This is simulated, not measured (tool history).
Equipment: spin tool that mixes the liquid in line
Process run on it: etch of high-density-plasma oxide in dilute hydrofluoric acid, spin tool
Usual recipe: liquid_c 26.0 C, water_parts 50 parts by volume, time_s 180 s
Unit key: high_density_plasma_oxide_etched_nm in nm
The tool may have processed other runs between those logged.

| run | hour | liquid_c | water_parts | time_s | read-back film thickness of the high-density-plasma oxide reference wafer, read on the same gauge (nm) | high_density_plasma_oxide_etched_nm |
|---|---|---|---|---|---|---|
| 1 | 0.0 | 26.0 | 50 | 180 | 119.98 | 21.42 |
| 2 | 18.4 | 26.0 | 50 | 180 | 119.99 | 21.50 |
| 3 | 126.0 | 27.5 | 50 | 180 | 120.02 | 23.15 |
| 4 | 149.3 | 26.0 | 50 | 250 | 120.02 | 29.88 |
| 5 | 248.3 | 26.0 | 50 | 250 | 119.96 | 29.89 |
|  | 265.3 | thermometer replaced |
| 6 | 271.3 | 26.0 | 50 | 130 | 119.97 | 15.69 |
| 7 | 296.5 | 26.0 | 50 | 130 | 120.00 | 15.46 |
| 8 | 330.3 | 26.0 | 50 | 130 | 119.99 | 15.53 |
| 9 | 359.1 | 26.0 | 35 | 180 | 120.00 | 31.20 |
| 10 | 388.5 | 29.0 | 50 | 210 | 120.02 | 28.27 |
| 11 | 408.3 | 30.5 | 50 | 145 | 120.02 | 20.73 |
| 12 | 425.1 | 26.0 | 50 | 135 | 119.99 | 15.97 |
|  | 445.8 | hydrofluoric acid flow meter replaced |
| 13 | 458.4 | 30.0 | 50 | 180 | 120.02 | 25.36 |
| 14 | 470.5 | 22.0 | 55 | 275 | 120.00 | 25.19 |
|  | 479.0 | gauge calibrated |
| 15 | 527.5 | 26.0 | 50 | 180 | 119.98 | 21.47 |
| 16 | 550.0 | 26.0 | 50 | 80 | 120.01 | 9.44 |
| 17 | 578.6 | 26.0 | 50 | 180 | 120.03 | 21.66 |
| 18 | 612.0 | 28.0 | 50 | 85 | 120.03 | 11.01 |

Below are 3 alternative next runs, each starting from the tool's condition after run 18. Predict each:
| A | 612.5 | 26.0 | 40 | 180 | ? | ? |
| B | 612.5 | 23.0 | 55 | 260 | ? | ? |
| C | 612.5 | 22.5 | 50 | 105 | ? | ? |

| run | read-back film thickness of the high-density-plasma oxide reference wafer, read on the same gauge (nm) | high_density_plasma_oxide_etched_nm |
|---|---|---|
| A | 120.00 | 27.26 |
| B | 120.00 | 24.81 |
| C | 120.00 | 10.86 |
Take away the tool's hidden state, keep each run's random variation, and the runs would have read:
| run | high_density_plasma_oxide_etched_nm |
|---|---|
| A | 27.26 |
| B | 24.81 |
| C | 10.86 |
